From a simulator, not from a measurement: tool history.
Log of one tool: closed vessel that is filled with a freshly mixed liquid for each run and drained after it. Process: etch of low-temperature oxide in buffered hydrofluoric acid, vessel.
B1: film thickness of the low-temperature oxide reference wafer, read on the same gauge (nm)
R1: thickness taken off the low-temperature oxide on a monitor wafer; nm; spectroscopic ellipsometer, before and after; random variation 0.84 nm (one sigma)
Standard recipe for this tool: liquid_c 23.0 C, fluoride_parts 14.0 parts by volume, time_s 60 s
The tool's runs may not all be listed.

{"run": 1, "day": 0.0, "liquid_c": 23.0, "fluoride_parts": 14.0, "time_s": 60, "B1": 108.43, "R1": 172.04}
{"run": 2, "day": 0.988, "liquid_c": 23.0, "fluoride_parts": 14.0, "time_s": 60, "B1": 108.43, "R1": 171.94}
{"run": 3, "day": 1.738, "liquid_c": 23.0, "fluoride_parts": 14.0, "time_s": 80, "B1": 108.36, "R1": 227.15}
{"run": 4, "day": 3.008, "liquid_c": 23.0, "fluoride_parts": 14.0, "time_s": 80, "B1": 108.33, "R1": 227.62}
{"run": 5, "day": 3.638, "liquid_c": 23.0, "fluoride_parts": 14.0, "time_s": 80, "B1": 108.3, "R1": 228.2}
{"run": 6, "day": 4.571, "liquid_c": 20.0, "fluoride_parts": 14.0, "time_s": 75, "B1": 108.31, "R1": 178.79}
{"run": 7, "day": 7.992, "liquid_c": 20.0, "fluoride_parts": 14.0, "time_s": 75, "B1": 110.04, "R1": 183.59}
{"run": 8, "day": 8.55, "liquid_c": 20.0, "fluoride_parts": 14.0, "time_s": 75, "B1": 109.85, "R1": 184.27}
{"run": 9, "day": 9.688, "liquid_c": 23.0, "fluoride_parts": 14.0, "time_s": 60, "B1": 109.59, "R1": 174.21}
{"run": 10, "day": 10.65, "liquid_c": 23.0, "fluoride_parts": 16.0, "time_s": 60, "B1": 109.4, "R1": 152.82}
{"run": 11, "day": 11.754, "liquid_c": 23.0, "fluoride_parts": 14.0, "time_s": 60, "B1": 109.22, "R1": 171.93}
{"run": 12, "day": 12.825, "liquid_c": 23.0, "fluoride_parts": 18.5, "time_s": 60, "B1": 109.07, "R1": 131.49}
{"run": 13, "day": 13.5, "liquid_c": 23.0, "fluoride_parts": 10.5, "time_s": 45, "B1": 109.0, "R1": 170.3}
{"run": 14, "day": 14.933, "liquid_c": 20.0, "fluoride_parts": 14.0, "time_s": 60, "B1": 108.83, "R1": 145.96}
{"run": 15, "day": 16.133, "liquid_c": 23.0, "fluoride_parts": 14.0, "time_s": 60, "B1": 108.76, "R1": 172.89}
{"run": 16, "day": 17.817, "liquid_c": 23.0, "fluoride_parts": 14.0, "time_s": 70, "B1": 108.65, "R1": 201.43}
{"run": 17, "day": 19.233, "liquid_c": 27.5, "fluoride_parts": 9.5, "time_s": 80, "B1": 108.59, "R1": 416.0}
{"run": 18, "day": 20.362, "liquid_c": 24.5, "fluoride_parts": 11.0, "time_s": 30, "B1": 108.51, "R1": 118.39}

Removed from this log: 3 entries logged between the listed runs. Between which two listed runs does each belong, and how does the tool's hidden state at the listed run before it compare with that at the listed run after it?
Run 6 -> run 7: gauge calibrated (day 7.175)
  gauge reads high (%): -1.53 -> 0.0183
  what was measured, less what the result would be without the hidden state, R1: -2.79 -> +0.03 nm
Run 7 -> run 8: hydrofluoric acid flow meter replaced (day 8.267)
  gauge reads high (%): 0.0183 -> -0.122
  what was measured, less what the result would be without the hidden state, R1: +0.03 -> -0.22 nm
Run 9 -> run 10: thermometer replaced (day 10.604)
  gauge reads high (%): -0.369 -> -0.544
  what was measured, less what the result would be without the hidden state, R1: -0.64 -> -0.83 nm
